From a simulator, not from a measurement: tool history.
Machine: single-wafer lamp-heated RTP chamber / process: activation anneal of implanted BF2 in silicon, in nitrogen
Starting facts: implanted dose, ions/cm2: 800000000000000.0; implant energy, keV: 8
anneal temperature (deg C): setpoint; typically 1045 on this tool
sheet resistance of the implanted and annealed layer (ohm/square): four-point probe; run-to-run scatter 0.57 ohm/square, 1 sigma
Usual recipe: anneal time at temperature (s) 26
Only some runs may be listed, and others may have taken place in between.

run	hour	anneal temperature (deg C)	anneal time at temperature (s)	read-back reference wafer on the same gauge, sheet resistance	sheet resistance of the implanted and annealed layer (ohm/square)
1	0.0	1068	20	164.01	188.32
2	52.9	1068	20	164.04	188.00
3	81.0	1045	26	164.01	204.80
4	126.0	1045	26	164.04	204.15
5	155.3	1045	26	164.05	203.81
6	222.8	1045	26	163.97	205.19
7	251.0	1045	26	163.94	204.62
8	312.4	1045	26	164.10	204.54
9	355.4	1024	26	164.06	229.29
10	404.5	1055	19	163.97	201.88
11	470.4	1045	26	164.00	203.30
12	512.7	1045	12	164.03	231.09
13	549.5	1032	14	164.00	243.04
14	595.7	1045	26	164.06	203.87
15	664.0	1036	30	164.07	209.89
16	725.7	1070	18	164.00	189.99
17	785.1	1045	26	164.00	203.16
18	813.8	1056	20	164.02	200.07
19	853.5	1074	21	164.00	181.92

Missing from the log above: 3 entries noted between runs. For each, name the pair of listed runs it sits between and say how the tool's hidden condition differs from the listed run just before to the listed run just after:
Logged between run 9 and run 10: reflector plate cleaned (hour 381.7); gauge calibrated (hour 386.4)
  no hidden state differs between the two runs
Logged between run 10 and run 11: pyrometer window cleaned and pyrometer calibrated (hour 456.4)
  no hidden state differs between the two runs
